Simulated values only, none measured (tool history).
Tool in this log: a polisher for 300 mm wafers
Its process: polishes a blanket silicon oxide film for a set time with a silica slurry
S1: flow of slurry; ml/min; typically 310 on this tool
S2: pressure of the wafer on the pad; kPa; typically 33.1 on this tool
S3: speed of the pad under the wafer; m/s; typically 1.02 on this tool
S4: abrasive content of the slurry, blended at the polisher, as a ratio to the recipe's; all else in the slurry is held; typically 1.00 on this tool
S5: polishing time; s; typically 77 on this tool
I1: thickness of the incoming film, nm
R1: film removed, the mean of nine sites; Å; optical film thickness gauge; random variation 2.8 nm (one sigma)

run   hour   S1    S2    S3    S4  S5      I1    R1
  1    0.0  340  33.1  1.02  1.00  77  1168.2  2933
  2   12.8  340  33.1  1.02  1.00  77  1175.8  2873
  3   20.1  340  33.1  1.02  1.00  77  1173.1  2861
      35.9  -- worn pad replaced by a new one
  4   36.4  310  33.1  0.86  0.85  77  1192.6  2443
  5   47.0  310  33.1  0.86  0.85  77  1192.6  2458
  6   58.4  310  33.1  1.02  1.00  96  1165.0  3688
  7   73.6  310  33.1  1.02  1.00  96  1158.8  3555
  8   88.3  240  33.1  1.02  1.00  77  1192.3  2795
  9   98.7  310  33.1  1.02  1.00  77  1181.9  2857
 10  111.1  310  33.1  1.02  1.00  77  1171.6  2866
 11  117.4  310  33.1  1.02  1.00  77  1177.4  2813
     126.5  -- conditioning disc replaced and pad reconditioned
 12  127.7  310  33.1  0.78  1.25  77  1185.0  2521
     131.9  -- worn pad replaced by a new one
 13  144.3  345  26.2  1.12  1.00  65  1173.7  1855
 14  155.4  310  33.1  0.92  1.00  77  1176.9  2360
     156.9  -- slurry nozzle cleaned
     171.6  -- slurry blender recalibrated
 15  172.1  310  43.4  1.02  1.00  77  1160.1  3305
     179.3  -- head pressure recalibrated
 16  180.5  310  40.0  1.02  1.25  77  1171.4  3339
 17  188.3  310  37.9  1.02  1.00  57  1157.3  2143
     199.9  -- worn pad replaced by a new one, repeated, since the last time left the tool worse
 18  204.2  310  33.1  1.02  1.00  77  1159.4  2966
 19  215.4  310  33.1  0.86  0.70  77  1158.7  2274
 20  225.4  340  33.1  1.02  1.00  77  1180.3  2984
 21  241.5  360  33.1  1.02  1.00  77  1177.5  2950
 22  248.5  310  33.1  1.02  1.00  77  1175.3  2852
 23  263.3  205  37.9  1.02  1.20  77  1188.5  3391
 24  270.4  310  24.1  0.92  0.85  77  1179.1  1789
     276.7  -- worn pad replaced by a new one
 25  307.6  405  33.1  1.02  0.70  98  1186.0  3318

Here are 3 independent what-if runs from the current tool condition. What would each one return?
  A  308.0  310  33.1  1.02  1.00  77  1165.4   ?
  B  308.0  310  33.1  0.74  1.00  77  1165.4   ?
  C  308.0  230  37.9  1.02  1.20  54  1165.4   ?

run    R1
  A  2963
  B  2349
  C  2480
The same runs, with their run-to-run variation unchanged, on a tool lacking any hidden condition would have given:
run    R1
  A  3037
  B  2408
  C  2542
